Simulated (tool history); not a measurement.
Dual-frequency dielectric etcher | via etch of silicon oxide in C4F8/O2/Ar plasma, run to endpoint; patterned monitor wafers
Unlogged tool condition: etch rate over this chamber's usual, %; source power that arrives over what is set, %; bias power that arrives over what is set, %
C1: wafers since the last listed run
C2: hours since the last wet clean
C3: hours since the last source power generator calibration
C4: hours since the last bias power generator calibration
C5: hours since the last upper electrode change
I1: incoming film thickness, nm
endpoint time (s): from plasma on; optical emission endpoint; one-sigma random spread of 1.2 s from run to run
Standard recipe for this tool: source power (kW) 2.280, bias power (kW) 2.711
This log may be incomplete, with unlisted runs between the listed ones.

{"run": 1, "hour": 0.0, "source power (kW)": 2.28, "bias power (kW)": 2.711, "C1": 0, "C2": 39.9, "C3": 1107.0, "C4": 4733.4, "C5": 3020.4, "I1": 1161.6, "endpoint time (s)": 216.6}
{"run": 2, "hour": 26.2, "source power (kW)": 2.28, "bias power (kW)": 2.711, "C1": 118, "C2": 66.1, "C3": 1133.2, "C4": 4759.6, "C5": 3046.6, "I1": 1153.4, "endpoint time (s)": 214.6}
{"run": 3, "hour": 104.5, "source power (kW)": 2.28, "bias power (kW)": 2.711, "C1": 353, "C2": 144.4, "C3": 1211.5, "C4": 4837.9, "C5": 3124.9, "I1": 1161.0, "endpoint time (s)": 215.0}
{"run": 4, "hour": 138.7, "source power (kW)": 2.68, "bias power (kW)": 2.711, "C1": 154, "C2": 178.6, "C3": 1245.7, "C4": 4872.1, "C5": 3159.1, "I1": 1170.9, "endpoint time (s)": 199.7}
{"run": 5, "hour": 150.9, "source power (kW)": 2.68, "bias power (kW)": 2.711, "C1": 55, "C2": 190.8, "C3": 1257.9, "C4": 4884.3, "C5": 3171.3, "I1": 1167.3, "endpoint time (s)": 199.5}
{"run": 6, "hour": 185.8, "source power (kW)": 2.05, "bias power (kW)": 2.933, "C1": 157, "C2": 225.7, "C3": 1292.8, "C4": 4919.2, "C5": 3206.2, "I1": 1175.7, "endpoint time (s)": 225.2}
{"run": 7, "hour": 216.3, "source power (kW)": 2.54, "bias power (kW)": 2.711, "C1": 137, "C2": 256.2, "C3": 1323.3, "C4": 4949.7, "C5": 3236.7, "I1": 1165.0, "endpoint time (s)": 202.8}
{"run": 8, "hour": 236.1, "source power (kW)": 2.54, "bias power (kW)": 2.711, "C1": 89, "C2": 276.0, "C3": 1343.1, "C4": 4969.5, "C5": 3256.5, "I1": 1159.2, "endpoint time (s)": 202.5}
{"run": 9, "hour": 257.3, "source power (kW)": 2.54, "bias power (kW)": 2.711, "C1": 95, "C2": 297.2, "C3": 1364.3, "C4": 4990.7, "C5": 3277.7, "I1": 1154.4, "endpoint time (s)": 198.9}
{"hour": 264.6, "done": "bias power generator calibrated"}
{"run": 10, "hour": 280.2, "source power (kW)": 2.13, "bias power (kW)": 2.711, "C1": 85, "C2": 320.1, "C3": 1387.2, "C4": 15.6, "C5": 3300.6, "I1": 1158.9, "endpoint time (s)": 219.5}
{"hour": 324.5, "done": "upper electrode replaced"}
{"run": 11, "hour": 325.0, "source power (kW)": 2.13, "bias power (kW)": 2.711, "C1": 93, "C2": 364.9, "C3": 1432.0, "C4": 60.4, "C5": 0.5, "I1": 1156.3, "endpoint time (s)": 216.7}
{"run": 12, "hour": 330.5, "source power (kW)": 2.28, "bias power (kW)": 2.711, "C1": 24, "C2": 370.4, "C3": 1437.5, "C4": 65.9, "C5": 6.0, "I1": 1149.4, "endpoint time (s)": 210.2}
{"run": 13, "hour": 363.2, "source power (kW)": 2.28, "bias power (kW)": 2.711, "C1": 147, "C2": 403.1, "C3": 1470.2, "C4": 98.6, "C5": 38.7, "I1": 1161.5, "endpoint time (s)": 211.0}
{"run": 14, "hour": 384.2, "source power (kW)": 2.28, "bias power (kW)": 2.711, "C1": 94, "C2": 424.1, "C3": 1491.2, "C4": 119.6, "C5": 59.7, "I1": 1171.7, "endpoint time (s)": 210.6}
{"run": 15, "hour": 414.7, "source power (kW)": 2.28, "bias power (kW)": 2.509, "C1": 137, "C2": 454.6, "C3": 1521.7, "C4": 150.1, "C5": 90.2, "I1": 1161.6, "endpoint time (s)": 215.0}
{"run": 16, "hour": 433.5, "source power (kW)": 2.28, "bias power (kW)": 2.711, "C1": 84, "C2": 473.4, "C3": 1540.5, "C4": 168.9, "C5": 109.0, "I1": 1153.3, "endpoint time (s)": 208.6}
{"run": 17, "hour": 468.7, "source power (kW)": 2.28, "bias power (kW)": 2.711, "C1": 159, "C2": 508.6, "C3": 1575.7, "C4": 204.1, "C5": 144.2, "I1": 1163.6, "endpoint time (s)": 210.4}
{"hour": 503.2, "done": "wet clean of the chamber"}
{"run": 18, "hour": 503.7, "source power (kW)": 2.11, "bias power (kW)": 2.447, "C1": 49, "C2": 0.5, "C3": 1610.7, "C4": 239.1, "C5": 179.2, "I1": 1157.4, "endpoint time (s)": 226.9}
{"run": 19, "hour": 525.0, "source power (kW)": 2.28, "bias power (kW)": 2.061, "C1": 96, "C2": 21.8, "C3": 1632.0, "C4": 260.4, "C5": 200.5, "I1": 1150.4, "endpoint time (s)": 222.6}
{"run": 20, "hour": 553.1, "source power (kW)": 2.01, "bias power (kW)": 3.303, "C1": 126, "C2": 49.9, "C3": 1660.1, "C4": 288.5, "C5": 228.6, "I1": 1153.4, "endpoint time (s)": 219.1}
{"run": 21, "hour": 567.0, "source power (kW)": 2.28, "bias power (kW)": 3.188, "C1": 62, "C2": 63.8, "C3": 1674.0, "C4": 302.4, "C5": 242.5, "I1": 1153.1, "endpoint time (s)": 205.6}
{"run": 22, "hour": 632.1, "source power (kW)": 2.28, "bias power (kW)": 2.711, "C1": 294, "C2": 128.9, "C3": 1739.1, "C4": 367.5, "C5": 307.6, "I1": 1154.8, "endpoint time (s)": 212.4}
{"hour": 665.0, "done": "source power generator calibrated"}
{"run": 23, "hour": 704.0, "source power (kW)": 2.69, "bias power (kW)": 2.711, "C1": 306, "C2": 200.8, "C3": 39.0, "C4": 439.4, "C5": 379.5, "I1": 1153.0, "endpoint time (s)": 192.2}
{"run": 24, "hour": 732.9, "source power (kW)": 2.03, "bias power (kW)": 3.324, "C1": 130, "C2": 229.7, "C3": 67.9, "C4": 468.3, "C5": 408.4, "I1": 1150.0, "endpoint time (s)": 214.1}
{"run": 25, "hour": 756.2, "source power (kW)": 2.08, "bias power (kW)": 3.368, "C1": 105, "C2": 253.0, "C3": 91.2, "C4": 491.6, "C5": 431.7, "I1": 1159.0, "endpoint time (s)": 210.5}
{"run": 26, "hour": 830.1, "source power (kW)": 2.77, "bias power (kW)": 2.101, "C1": 333, "C2": 326.9, "C3": 165.1, "C4": 565.5, "C5": 505.6, "I1": 1159.4, "endpoint time (s)": 198.3}
{"run": 27, "hour": 855.9, "source power (kW)": 2.28, "bias power (kW)": 2.711, "C1": 116, "C2": 352.7, "C3": 190.9, "C4": 591.3, "C5": 531.4, "I1": 1151.3, "endpoint time (s)": 206.8}
{"run": 28, "hour": 877.1, "source power (kW)": 1.87, "bias power (kW)": 2.711, "C1": 95, "C2": 373.9, "C3": 212.1, "C4": 612.5, "C5": 552.6, "I1": 1160.4, "endpoint time (s)": 232.7}
{"run": 29, "hour": 898.1, "source power (kW)": 2.28, "bias power (kW)": 2.152, "C1": 94, "C2": 394.9, "C3": 233.1, "C4": 633.5, "C5": 573.6, "I1": 1157.1, "endpoint time (s)": 216.5}
{"hour": 938.7, "done": "wet clean of the chamber"}
{"run": 30, "hour": 939.2, "source power (kW)": 2.49, "bias power (kW)": 2.224, "C1": 77, "C2": 0.5, "C3": 274.2, "C4": 674.6, "C5": 614.7, "I1": 1149.9, "endpoint time (s)": 210.3}
{"run": 31, "hour": 957.4, "source power (kW)": 1.82, "bias power (kW)": 2.711, "C1": 82, "C2": 18.7, "C3": 292.4, "C4": 692.8, "C5": 632.9, "I1": 1145.8, "endpoint time (s)": 240.1}
{"run": 32, "hour": 987.5, "source power (kW)": 1.79, "bias power (kW)": 2.711, "C1": 135, "C2": 48.8, "C3": 322.5, "C4": 722.9, "C5": 663.0, "I1": 1151.4, "endpoint time (s)": 240.3}

What does the tool deliver on the next run?
{"run": 33, "hour": 1005.2, "source power (kW)": 2.28, "bias power (kW)": 2.711, "C1": 79, "C2": 66.5, "C3": 340.2, "C4": 740.6, "C5": 680.7, "I1": 1153.6, "endpoint time (s)": "?"}

{"run 33": {"endpoint time (s)": 213.4}}
If the tool had no hidden condition, the same run with the same run-to-run variation would have returned endpoint time (s) 214.8.

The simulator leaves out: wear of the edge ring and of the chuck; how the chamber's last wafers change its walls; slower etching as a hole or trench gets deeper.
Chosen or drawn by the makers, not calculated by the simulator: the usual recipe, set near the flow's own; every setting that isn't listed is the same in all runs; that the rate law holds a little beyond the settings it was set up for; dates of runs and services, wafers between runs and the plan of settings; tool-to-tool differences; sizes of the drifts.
